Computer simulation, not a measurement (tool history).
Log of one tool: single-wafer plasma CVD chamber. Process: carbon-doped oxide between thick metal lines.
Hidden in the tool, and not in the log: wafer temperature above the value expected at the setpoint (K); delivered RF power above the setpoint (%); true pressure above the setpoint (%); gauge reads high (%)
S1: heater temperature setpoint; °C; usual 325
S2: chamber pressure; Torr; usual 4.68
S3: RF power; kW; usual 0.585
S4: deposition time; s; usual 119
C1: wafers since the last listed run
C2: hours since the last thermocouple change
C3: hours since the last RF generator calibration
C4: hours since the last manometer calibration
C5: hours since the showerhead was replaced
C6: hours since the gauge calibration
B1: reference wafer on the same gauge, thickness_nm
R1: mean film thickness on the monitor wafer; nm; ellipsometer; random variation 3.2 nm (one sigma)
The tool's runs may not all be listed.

run     day   S1    S2     S3   S4   C1      C2     C3      C4      C5     C6       B1       R1
  1       0  325  4.68  0.585  119    0  2780.2  492.7  2599.6  6412.9    339   852.38  696.962
  2   0.804  325  4.68  0.585  119  161  2799.5    512  2618.9  6432.2  358.3  852.862  703.056
  3   1.542  325  4.68  0.585  119  148  2817.2  529.7  2636.6  6449.9    376  852.348  699.072
  4   2.475  325  4.68  0.585  119  187  2839.6  552.1    2659  6472.3  398.4  852.781  704.589
  5   6.717  325  4.68  0.585  119  851  2941.4  653.9  2760.8  6574.1  500.2  850.838  694.972
        7.8  -- capacitance manometer re-zeroed and calibrated
  6   7.821  330  4.68  0.585  135  154  2967.9  680.4     0.5  6600.6  526.7  851.454   779.15
  7   8.517  325  5.43  0.585  130  139  2984.6  697.1    17.2  6617.3  543.4  851.009  775.565
  8   9.354  325  4.68  0.555  119  168  3004.7  717.2    37.3  6637.4  563.5  852.119  676.748
  9  10.829  316  5.29  0.585  119  296  3040.1  752.6    72.7  6672.8  598.9  850.326  724.425
 10  12.221  325  4.68  0.585  119  279  3073.5    786   106.1  6706.2  632.3   850.74  690.843
     13.621  -- RF generator calibrated
 11  13.642  325  5.17  0.475  136  218  3107.6    0.5   140.2  6740.3  666.4  852.583  736.321
       14.9  -- showerhead replaced
 12  14.979  318  4.68   0.47  119  201  3139.7   32.6   172.3     1.9  698.5    851.9  646.123
     15.754  -- thermocouple changed; heater temperature recalibrated
 13   15.95  312  5.37   0.62  119  127     4.7   55.9   195.6    25.2  721.8  852.985  782.022
 14  16.646  331  4.68  0.585  119  139    21.4   72.6   212.3    41.9  738.5  852.403  701.395
 15  17.592  325  4.68  0.585  119  189    44.1   95.3     235    64.6  761.2  853.377  707.426
 16    18.2  325  5.36  0.585  119  122    58.7  109.9   249.6    79.2  775.8  852.118   720.32
 17  19.275  325  4.68  0.545  119  215    84.5  135.7   275.4     105  801.6  853.206  685.243
 18  20.475  335  4.68  0.585  142  240   113.3  164.5   304.2   133.8  830.4   851.63   824.64
     20.579  -- gauge calibrated
 19  21.046  325  4.68  0.585  109  114     127  178.2   317.9   147.5   11.2  853.548  647.428
 20  22.333  325  4.35    0.7  134  258   157.9  209.1   348.8   178.4   42.1  849.844  868.562
 21    23.8  325  4.68  0.495  119  294   193.1  244.3     384   213.6   77.3  851.257  654.291
 22  25.196  332   4.1    0.7  106  280   226.6  277.8   417.5   247.1  110.8  852.816  667.828
 23  26.546  331  4.68  0.585  119  270     259  310.2   449.9   279.5  143.2  852.024  691.785
 24  27.221  331  4.68  0.585  119  135   275.2  326.4   466.1   295.7  159.4  851.543  692.572
 25  28.242  316  5.35   0.52  103  204   299.7  350.9   490.6   320.2  183.9  852.146  598.963
 26    29.4  319  4.68  0.585  119  232   327.5  378.7   518.4     348  211.7  852.997  712.931
 27  30.312  325  5.43  0.585  119  183   349.4  400.6   540.3   369.9  233.6  852.318  720.512
 28  31.283  317  4.68  0.585  119  194   372.7  423.9   563.6   393.2  256.9  853.172  724.836

4 ways to go on from here, each from the tool as it stands after run 28. What would each give?
  A  31.3  325  4.68  0.585  119   3  373.1  424.3  564  393.6  257.3   ?   ?
  B  31.3  337  5.83   0.65  125   3  373.1  424.3  564  393.6  257.3   ?   ?
  C  31.3  325  4.68  0.585  137   3  373.1  424.3  564  393.6  257.3   ?   ?
  D  31.3  330  4.68  0.545   98   3  373.1  424.3  564  393.6  257.3   ?   ?

run       B1       R1
  A  850.407  703.176
  B  850.407  775.668
  C  850.407  809.058
  D  850.407  549.708
Without the tool's hidden state the same runs would have given:
run       R1
  A  713.925
  B  787.524
  C  821.424
  D  558.382

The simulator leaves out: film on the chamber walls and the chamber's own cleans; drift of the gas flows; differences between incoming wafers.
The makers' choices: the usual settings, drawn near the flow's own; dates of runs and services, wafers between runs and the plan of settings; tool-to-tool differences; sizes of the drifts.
